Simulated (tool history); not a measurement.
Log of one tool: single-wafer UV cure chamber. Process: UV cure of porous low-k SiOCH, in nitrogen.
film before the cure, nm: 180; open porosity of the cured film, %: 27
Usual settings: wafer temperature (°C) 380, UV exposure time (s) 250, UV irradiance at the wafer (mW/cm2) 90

run   hour  wafer temperature (°C)  UV exposure time (s)  UV irradiance at the wafer (mW/cm2)  wafers since the last listed run  hours since the UV bulbs were replaced  wafers since the quartz window was cleaned  loss of film thickness in the cure (%)
  1      0                     380                   250                                   90                                 0                                  1207.2                                        2418                                   14.52
  2    7.2                     380                   250                                   90                                50                                  1214.4                                        2469                                  13.879
  3     25                     380                   250                                   90                               125                                  1232.2                                        2595                                  14.029
  4   41.9                     380                   250                                   90                               119                                  1249.1                                        2714                                  13.741
  5   49.8                     380                   250                                   90                                55                                    1257                                        2770                                  14.156
  6     99                     380                   250                                   90                               348                                  1306.2                                        3118                                  13.663
  7    108                     380                   250                                   90                                63                                  1315.2                                        3182                                  13.346
  8  124.1                     380                   250                                   90                               113                                  1331.3                                        3296                                  13.659
  9  142.1                     380                   250                                   90                               127                                  1349.3                                        3423                                  13.923
 10  159.5                     380                   250                                   90                               123                                  1366.7                                        3546                                  13.833
 11  175.1                     380                   250                                   90                               110                                  1382.3                                        3657                                  13.223
 12  186.6                     380                   250                                   90                                81                                  1393.8                                        3738                                  13.806
     195.5  -- UV bulbs replaced
       198  -- quartz window cleaned
 13  198.5                     380                   250                                   90                                10                                       3                                           3                                  14.424
 14  213.1                     372                   160                                   90                               103                                    17.6                                         107                                  12.029
 15  227.7                     372                   160                                   90                               103                                    32.2                                         210                                  12.089
 16  241.5                     372                   160                                   90                                97                                      46                                         308                                  12.334
 17  248.4                     380                   250                                  106                                48                                    52.9                                         356                                  15.493
 18  285.4                     380                   250                                  106                               261                                    89.9                                         618                                  15.491
 19  294.7                     380                   250                                  106                                65                                    99.2                                         684                                  15.655
 20    309                     380                   250                                   90                               101                                   113.5                                         785                                  14.967
 21  317.2                     380                   250                                   90                                58                                   121.7                                         843                                  14.696
 22  328.3                     380                   250                                   90                                78                                   132.8                                         922                                   14.76
 23  342.9                     380                   250                                   90                               103                                   147.4                                        1025                                  14.607
 24  352.7                     372                   130                                   76                                69                                   157.2                                        1094                                  10.088
 25    369                     380                   345                                   59                               115                                   173.5                                        1210                                  13.665
 26  381.9                     371                   250                                   90                                91                                   186.4                                        1301                                  13.983
 27  395.2                     380                   250                                   90                                94                                   199.7                                        1395                                  14.616
 28  413.7                     380                   250                                  106                               130                                   218.2                                        1526                                  15.324
 29  425.5                     380                   170                                   90                                83                                     230                                        1609                                  12.331
 30  439.1                     375                   370                                   64                                96                                   243.6                                        1706                                  14.669
 31  492.3                     380                   250                                   90                               376                                   296.8                                        2082                                  14.301
 32  505.2                     380                   250                                   90                                91                                   309.7                                        2173                                  14.529
 33    519                     380                   305                                   61                                97                                   323.5                                        2271                                  12.925
 34  535.1                     380                   250                                   90                               113                                   339.6                                        2385                                  13.936
 35    542                     394                   350                                  108                                48                                   346.5                                        2434                                  17.218
 36    552                     391                   250                                   90                                70                                   356.5                                        2504                                  14.119
 37  564.2                     398                   315                                   90                                86                                   368.7                                        2591                                  15.519
 38  574.1                     390                   335                                   90                                70                                   378.6                                        2661                                  16.009
 39  582.4                     366                   380                                  115                                58                                   386.9                                        2720                                  17.029
 40  590.8                     380                   250                                   90                                59                                   395.3                                        2779                                  14.118
 41  597.8                     380                   250                                   90                                49                                   402.3                                        2829                                  13.775
 42  609.6                     369                   200                                  120                                83                                   414.1                                        2912                                   14.24
 43  618.1                     372                   205                                   90                                60                                   422.6                                        2972                                  13.047

Some steps in loss of film thickness in the cure (%) between neighbouring runs. How much of each would the tool show without its hidden state too (settings, what came in, random variation), and how much is left for the hidden state, with any gauge scatter that isn't in both results?
The hidden state here: lamp output below its setpoint, %; transmission lost against a clean window, %.
Run 5 -> 6: no setting changed, nothing entered. loss of film thickness in the cure (%) -0.493: hidden state -0.164, all else -0.329.
Run 11 -> 12: no setting changed, nothing entered. loss of film thickness in the cure (%) +0.583: hidden state -0.117, all else +0.7.
Run 12 -> 13: UV bulbs replaced, quartz window cleaned. loss of film thickness in the cure (%) +0.618: hidden state +1.16, all else -0.542.
Run 23 -> 24: wafer temperature (°C) 380 -> 372, UV exposure time (s) 250 -> 130, UV irradiance at the wafer (mW/cm2) 90 -> 76. loss of film thickness in the cure (%) -4.519: hidden state +0.008, all else -4.527.
Run 24 -> 25: wafer temperature (°C) 372 -> 380, UV exposure time (s) 130 -> 345, UV irradiance at the wafer (mW/cm2) 76 -> 59. loss of film thickness in the cure (%) +3.577: hidden state -0.031, all else +3.608.
Run 34 -> 35: wafer temperature (°C) 380 -> 394, UV exposure time (s) 250 -> 350, UV irradiance at the wafer (mW/cm2) 90 -> 108. loss of film thickness in the cure (%) +3.282: hidden state -0.057, all else +3.339.

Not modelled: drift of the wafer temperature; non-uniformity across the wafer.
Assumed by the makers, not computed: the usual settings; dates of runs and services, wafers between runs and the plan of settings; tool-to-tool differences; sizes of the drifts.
